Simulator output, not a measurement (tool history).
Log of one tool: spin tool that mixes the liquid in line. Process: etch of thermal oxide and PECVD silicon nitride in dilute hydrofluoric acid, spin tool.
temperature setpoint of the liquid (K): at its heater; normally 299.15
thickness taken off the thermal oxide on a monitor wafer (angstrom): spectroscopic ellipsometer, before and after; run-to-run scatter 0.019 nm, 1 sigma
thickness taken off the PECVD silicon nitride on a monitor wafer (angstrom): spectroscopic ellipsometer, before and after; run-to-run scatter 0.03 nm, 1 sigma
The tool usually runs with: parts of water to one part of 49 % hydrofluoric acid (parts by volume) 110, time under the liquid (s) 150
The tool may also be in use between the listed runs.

run	hour	temperature setpoint of the liquid (K)	parts of water to one part of 49 % hydrofluoric acid (parts by volume)	time under the liquid (s)	wafers since the last listed run	hours since the thermometer was replaced	hours since the hydrofluoric acid flow meter was replaced	hours since the gauge calibration	read-back film thickness of the thermal oxide reference wafer, read on the same gauge (nm)	read-back film thickness of the PECVD silicon nitride reference wafer, read on the same gauge (nm)	thickness taken off the thermal oxide on a monitor wafer (angstrom)	thickness taken off the PECVD silicon nitride on a monitor wafer (angstrom)
1	0.0	299.15	110	150	0	1190.7	2364.4	97.1	89.96	140.005	69.4	25.76
2	6.0	299.15	110	150	57	1196.7	2370.4	103.1	89.98	139.978	69.3	26.16
3	18.8	299.15	110	150	123	1209.5	2383.2	115.9	90.02	140.027	69.4	25.68
4	29.1	299.15	110	150	99	1219.8	2393.5	126.2	90.00	140.006	69.4	25.77
5	40.8	299.15	110	150	112	1231.5	2405.2	137.9	90.04	140.038	69.3	25.51
6	52.8	299.15	110	150	115	1243.5	2417.2	149.9	90.02	140.002	69.2	25.86
7	66.0	299.15	110	150	127	1256.7	2430.4	163.1	89.99	140.041	69.2	25.70
8	77.5	299.15	110	150	110	1268.2	2441.9	174.6	90.01	139.970	69.2	25.71
# hour 77.9: gauge calibrated
9	84.5	299.15	110	150	67	1275.2	2448.9	6.6	90.00	139.964	69.3	25.53
10	91.9	299.15	110	150	71	1282.6	2456.3	14.0	89.94	140.030	69.4	25.63
11	105.0	296.15	150	150	126	1295.7	2469.4	27.1	90.01	139.999	43.1	15.28
12	112.7	300.65	165	80	74	1303.4	2477.1	34.8	90.01	140.037	24.5	10.02
13	130.4	303.65	110	150	170	1321.1	2494.8	52.5	90.04	139.972	82.4	34.24
14	139.8	299.15	155	150	90	1330.5	2504.2	61.9	90.00	139.966	47.0	18.25
15	151.3	299.15	110	150	110	1342.0	2515.7	73.4	89.98	140.034	68.9	25.82
# hour 163.6: hydrofluoric acid flow meter replaced
16	168.1	294.65	110	150	152	1358.8	4.5	90.2	89.98	140.024	51.1	16.95
17	182.7	299.15	110	150	140	1373.4	19.1	104.8	89.98	139.972	61.4	22.72
# hour 188.4: thermometer replaced
18	199.7	302.65	155	150	154	11.3	36.1	121.8	90.02	140.043	52.0	24.53
19	209.1	299.15	110	75	90	20.7	45.5	131.2	89.95	139.965	33.9	13.57
20	220.4	299.15	110	125	108	32.0	56.8	142.5	90.00	139.978	56.5	22.52
21	236.1	303.65	60	230	151	47.7	72.5	158.2	90.01	139.963	242.8	101.99

Consider 3 possible next runs. They are alternatives, not a sequence: every one starts from the tool as it was left by run 21. What does each give?
A	236.6	299.15	110	150	4	48.2	73.0	158.7	?	?	?	?
B	236.6	299.15	110	185	4	48.2	73.0	158.7	?	?	?	?
C	236.6	301.15	110	105	4	48.2	73.0	158.7	?	?	?	?

run	read-back film thickness of the thermal oxide reference wafer, read on the same gauge (nm)	read-back film thickness of the PECVD silicon nitride reference wafer, read on the same gauge (nm)	thickness taken off the thermal oxide on a monitor wafer (angstrom)	thickness taken off the PECVD silicon nitride on a monitor wafer (angstrom)
A	90.03	140.002	67.8	27.56
B	90.03	140.002	83.6	33.99
C	90.03	140.002	51.2	21.93
With no hidden state in the tool, these same runs would have given:
run	thickness taken off the thermal oxide on a monitor wafer (angstrom)	thickness taken off the PECVD silicon nitride on a monitor wafer (angstrom)
A	67.2	27.54
B	82.8	33.97
C	50.8	21.91
